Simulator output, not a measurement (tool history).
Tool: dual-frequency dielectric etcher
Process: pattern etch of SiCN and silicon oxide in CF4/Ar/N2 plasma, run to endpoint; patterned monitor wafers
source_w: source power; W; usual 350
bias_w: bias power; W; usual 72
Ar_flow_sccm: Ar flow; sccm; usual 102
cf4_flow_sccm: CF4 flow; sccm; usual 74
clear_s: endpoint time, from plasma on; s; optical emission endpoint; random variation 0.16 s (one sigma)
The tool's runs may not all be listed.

| run | hour | source_w | bias_w | Ar_flow_sccm | cf4_flow_sccm | wafers since the last listed run | hours since the last wet clean | hours since the last source power generator calibration | hours since the last bias power generator calibration | hours since the last Ar flow controller change | hours since the last CF4 flow controller change | hours since the last upper electrode change | incoming incoming film thickness, nm | clear_s |
|---|---|---|---|---|---|---|---|---|---|---|---|---|---|---|
| 1 | 0.0 | 350 | 72 | 102 | 61 | 0 | 12.2 | 2235.8 | 2101.3 | 4717.6 | 53.4 | 1837.1 | 14.79 | 19.5 |
| 2 | 85.3 | 350 | 72 | 102 | 61 | 1250 | 97.5 | 2321.1 | 2186.6 | 4802.9 | 138.7 | 1922.4 | 14.82 | 19.3 |
|  | 156.9 | bias power generator calibrated |
| 3 | 171.6 | 350 | 72 | 102 | 74 | 1206 | 183.8 | 2407.4 | 14.7 | 4889.2 | 225.0 | 2008.7 | 14.97 | 19.3 |
| 4 | 273.2 | 350 | 72 | 102 | 74 | 1489 | 285.4 | 2509.0 | 116.3 | 4990.8 | 326.6 | 2110.3 | 14.84 | 18.8 |
|  | 378.1 | source power generator calibrated |
| 5 | 436.6 | 350 | 72 | 102 | 74 | 2336 | 448.8 | 58.5 | 279.7 | 5154.2 | 490.0 | 2273.7 | 14.73 | 18.6 |
|  | 667.9 | wet clean of the chamber |
| 6 | 739.5 | 350 | 72 | 102 | 74 | 4087 | 71.6 | 361.4 | 582.6 | 5457.1 | 792.9 | 2576.6 | 14.88 | 18.8 |
|  | 798.7 | upper electrode replaced |
| 7 | 825.1 | 350 | 83 | 102 | 85 | 902 | 157.2 | 447.0 | 668.2 | 5542.7 | 878.5 | 26.4 | 14.78 | 17.2 |
|  | 861.4 | Ar flow controller replaced |
| 8 | 878.1 | 410 | 72 | 115 | 74 | 688 | 210.2 | 500.0 | 721.2 | 16.7 | 931.5 | 79.4 | 14.94 | 17.8 |
| 9 | 967.7 | 280 | 72 | 102 | 74 | 1313 | 299.8 | 589.6 | 810.8 | 106.3 | 1021.1 | 169.0 | 14.70 | 20.8 |
| 10 | 1009.0 | 350 | 72 | 102 | 74 | 605 | 341.1 | 630.9 | 852.1 | 147.6 | 1062.4 | 210.3 | 14.76 | 18.4 |
| 11 | 1067.2 | 310 | 72 | 102 | 74 | 852 | 399.3 | 689.1 | 910.3 | 205.8 | 1120.6 | 268.5 | 14.72 | 19.8 |
| 12 | 1110.1 | 350 | 72 | 102 | 84 | 628 | 442.2 | 732.0 | 953.2 | 248.7 | 1163.5 | 311.4 | 14.79 | 18.6 |
| 13 | 1206.8 | 350 | 72 | 93 | 74 | 1417 | 538.9 | 828.7 | 1049.9 | 345.4 | 1260.2 | 408.1 | 14.78 | 19.0 |
|  | 1288.0 | wet clean of the chamber |
| 14 | 1288.5 | 400 | 72 | 119 | 74 | 845 | 0.5 | 910.4 | 1131.6 | 427.1 | 1341.9 | 489.8 | 14.84 | 17.9 |
| 15 | 1362.8 | 410 | 72 | 102 | 74 | 1088 | 74.8 | 984.7 | 1205.9 | 501.4 | 1416.2 | 564.1 | 14.82 | 17.3 |
| 16 | 1434.4 | 350 | 72 | 86 | 74 | 1049 | 146.4 | 1056.3 | 1277.5 | 573.0 | 1487.8 | 635.7 | 14.68 | 18.4 |
| 17 | 1508.7 | 350 | 84 | 102 | 74 | 1088 | 220.7 | 1130.6 | 1351.8 | 647.3 | 1562.1 | 710.0 | 14.80 | 17.3 |
| 18 | 1585.9 | 350 | 79 | 79 | 74 | 1131 | 297.9 | 1207.8 | 1429.0 | 724.5 | 1639.3 | 787.2 | 14.77 | 17.2 |
| 19 | 1641.2 | 400 | 80 | 102 | 74 | 810 | 353.2 | 1263.1 | 1484.3 | 779.8 | 1694.6 | 842.5 | 14.83 | 16.7 |
| 20 | 1684.1 | 320 | 79 | 102 | 74 | 628 | 396.1 | 1306.0 | 1527.2 | 822.7 | 1737.5 | 885.4 | 14.60 | 18.7 |
| 21 | 1767.9 | 290 | 72 | 109 | 90 | 1228 | 479.9 | 1389.8 | 1611.0 | 906.5 | 1821.3 | 969.2 | 14.64 | 19.7 |
|  | 1840.6 | wet clean of the chamber |
| 22 | 1848.4 | 350 | 72 | 102 | 74 | 828 | 7.8 | 1470.3 | 1691.5 | 987.0 | 1901.8 | 1049.7 | 14.95 | 18.9 |
| 23 | 1943.1 | 350 | 72 | 102 | 87 | 1387 | 102.5 | 1565.0 | 1786.2 | 1081.7 | 1996.5 | 1144.4 | 14.81 | 18.5 |
| 24 | 2008.7 | 350 | 72 | 102 | 74 | 961 | 168.1 | 1630.6 | 1851.8 | 1147.3 | 2062.1 | 1210.0 | 14.77 | 19.0 |

What the log doesn't show, run by run:
etch rate over this chamber's usual, %: 0 in every run
source power that arrives over what is set, %: 0 in every run
bias power that arrives over what is set, %: 0 in every run
Ar flow that arrives over what is set, %: 0 in every run
CF4 flow that arrives over what is set, %: 0 in every run
